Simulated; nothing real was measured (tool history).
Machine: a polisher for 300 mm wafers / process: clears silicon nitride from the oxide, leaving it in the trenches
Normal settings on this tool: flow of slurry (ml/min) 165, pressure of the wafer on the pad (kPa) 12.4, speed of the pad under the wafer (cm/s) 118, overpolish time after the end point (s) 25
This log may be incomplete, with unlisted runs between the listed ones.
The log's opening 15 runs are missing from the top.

run     day  flow of slurry (ml/min)  pressure of the wafer on the pad (kPa)  speed of the pad under the wafer (cm/s)  overpolish time after the end point (s)  wafers since the last listed run  wafers polished on this pad  hours since the slurry nozzle was cleaned  hours since the head pressure was calibrated  incoming thickness of the incoming film, nm  time until the end point was called (s)
 16  37.892                      165                                    12.4                                      118                                       25                               457                         1988                                      304.9                                          95.1                                         64.7                                     88.7
 17  39.162                      165                                    12.4                                      134                                       25                               202                         2190                                      335.4                                         125.6                                         64.7                                     82.5
 18  40.471                      180                                    12.4                                      118                                       13                               208                         2398                                      366.8                                         157.0                                         66.1                                     90.9
 19  42.554                      180                                    12.4                                      118                                       13                               331                         2730                                      416.8                                         207.0                                         64.8                                     88.1
     44.067  -- worn pad replaced by a new one
 20  44.933                      165                                    12.4                                      118                                       25                               351                          138                                      473.9                                         264.1                                         63.7                                     87.8
 21  47.829                      165                                    12.4                                      118                                       25                               460                          598                                      543.4                                         333.6                                         64.7                                     89.0
 22  49.538                      165                                    12.4                                      118                                       33                               271                          870                                      584.4                                         374.6                                         65.4                                     89.6
 23  52.267                      165                                    12.4                                       98                                       25                               434                         1304                                      649.9                                         440.1                                         64.8                                     99.2
 24  54.250                      185                                    12.4                                      118                                       21                               315                         1620                                      697.5                                         487.7                                         65.1                                     87.3
     54.562  -- slurry nozzle cleaned
 25  56.062                      165                                    12.4                                      106                                       25                               281                         1901                                       36.0                                         531.2                                         65.4                                     95.4
 26  58.579                      165                                    15.2                                      118                                       32                               400                         2302                                       96.4                                         591.6                                         64.7                                     72.7
     59.725  -- head pressure recalibrated
 27  60.029                      165                                    15.9                                      146                                       25                               217                         2519                                      131.2                                           7.3                                         65.0                                     62.2
     60.892  -- worn pad replaced by a new one
 28  62.533                      165                                    12.4                                       80                                       10                               371                          261                                      191.3                                          67.4                                         65.4                                    110.0
 29  64.871                      185                                    13.8                                       78                                       14                               371                          632                                      247.4                                         123.5                                         66.1                                    102.6
 30  66.321                      145                                    15.9                                      118                                       25                               230                          863                                      282.2                                         158.3                                         66.2                                     74.0
 31  67.992                      215                                    12.4                                       84                                       25                               265                         1129                                      322.3                                         198.4                                         65.0                                    105.2
 32  69.725                      165                                    12.4                                      118                                       25                               275                         1405                                      363.9                                         240.0                                         64.7                                     88.6
 33  70.821                      165                                    12.4                                      118                                       25                               174                         1579                                      390.2                                         266.3                                         64.4                                     88.6
 34  73.054                      165                                     9.0                                      138                                       37                               355                         1934                                      443.8                                         319.9                                         65.0                                    109.5
     75.988  -- worn pad replaced by a new one
 35  78.375                      110                                    13.8                                      118                                       33                               819                          379                                      571.5                                         447.6                                         66.0                                     87.0
 36  81.158                      165                                    12.4                                       88                                       25                               442                          822                                      638.3                                         514.4                                         64.8                                    105.1
     83.004  -- slurry nozzle cleaned
 37  83.846                      145                                    12.4                                      118                                       12                               420                         1243                                       20.2                                         578.9                                         63.9                                     88.3
 38  86.212                      205                                    12.4                                      118                                       33                               376                         1619                                       77.0                                         635.7                                         64.8                                     87.7

Alternative continuations, all from the tool just after run 38; predict every row:
  A  86.233                      165                                    12.4                                       90                                       25                                 3                         1623                                       77.5                                         636.2                                         64.8                                        ?
  B  86.233                      200                                    12.4                                      138                                       25                                 3                         1623                                       77.5                                         636.2                                         64.8                                        ?
  C  86.233                      115                                    12.4                                      160                                       25                                 3                         1623                                       77.5                                         636.2                                         64.8                                        ?

run  time until the end point was called (s)
  A                                    105.4
  B                                     80.1
  C                                     78.3
With no hidden state in the tool, these same runs would have given:
run  time until the end point was called (s)
  A                                    105.4
  B                                     80.1
  C                                     78.3
